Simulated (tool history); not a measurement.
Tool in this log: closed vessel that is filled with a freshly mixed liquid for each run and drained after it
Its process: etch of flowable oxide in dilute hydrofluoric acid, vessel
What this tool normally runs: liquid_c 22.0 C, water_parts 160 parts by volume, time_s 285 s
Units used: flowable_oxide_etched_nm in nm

run	day	liquid_c	water_parts	time_s	wafers since the last listed run	hours since the thermometer was replaced	hours since the hydrofluoric acid flow meter was replaced	hours since the gauge calibration	read-back film thickness of the flowable oxide reference wafer, read on the same gauge (nm)	flowable_oxide_etched_nm
1	0.000	25.5	185	285	0	1046.0	339.1	444.9	110.03	50.60
2	2.608	22.0	160	285	6004	1108.6	401.7	507.5	110.00	53.19
3	4.362	22.0	160	285	4038	1150.7	443.8	549.6	110.02	53.03
4	5.962	22.0	160	180	3683	1189.1	482.2	588.0	109.99	33.71
5	7.879	22.0	160	180	4412	1235.1	528.2	634.0	110.02	34.26
6	9.808	22.0	160	285	4441	1281.4	574.5	680.3	109.99	53.64
7	11.550	22.0	160	285	4009	1323.2	616.3	722.1	110.01	53.30
8	14.150	18.0	125	285	5985	1385.6	678.7	784.5	110.00	60.48
9	16.746	18.0	125	285	5975	1447.9	741.0	846.8	110.00	59.60
10	18.412	22.0	125	285	3836	1487.9	781.0	886.8	110.00	71.69
11	19.708	22.0	160	245	2983	1519.0	812.1	917.9	109.96	46.20
12	20.733	22.0	160	245	2359	1543.6	836.7	942.5	110.01	46.11
13	21.992	22.0	185	285	2896	1573.8	866.9	972.7	109.99	45.31
# day 26.212: gauge calibrated
14	28.508	22.0	200	355	15002	1730.2	1023.3	55.1	109.99	51.13
15	30.188	19.5	160	285	3865	1770.5	1063.6	95.4	109.99	48.59
16	33.150	23.5	185	415	6820	1841.6	1134.7	166.5	110.01	69.29
17	35.221	19.0	220	185	4767	1891.3	1184.4	216.2	110.02	21.30
18	36.221	27.0	230	180	2302	1915.3	1208.4	240.2	109.97	26.14
# day 36.338: hydrofluoric acid flow meter replaced
# day 37.533: thermometer replaced
19	38.233	17.5	195	135	4441	16.8	45.5	288.5	109.98	16.89
20	40.458	22.0	125	285	5122	70.2	98.9	341.9	110.01	70.56
21	42.254	25.5	185	285	4134	113.3	142.0	385.0	109.98	51.48
22	44.000	22.0	160	360	4019	155.2	183.9	426.9	109.99	67.96
23	45.929	22.0	220	285	4441	201.5	230.2	473.2	110.00	37.05
24	47.612	22.0	215	285	3875	241.9	270.6	513.6	110.00	37.54
25	48.658	19.5	160	285	2407	267.0	295.7	538.7	110.01	48.69

For each run, what was the tool's unlogged condition?
liquid colder than its thermometer reads (K): 0 at every run
hydrofluoric acid flow below the setpoint (%): 0 at every run
gauge reads high (%): 0 at every run
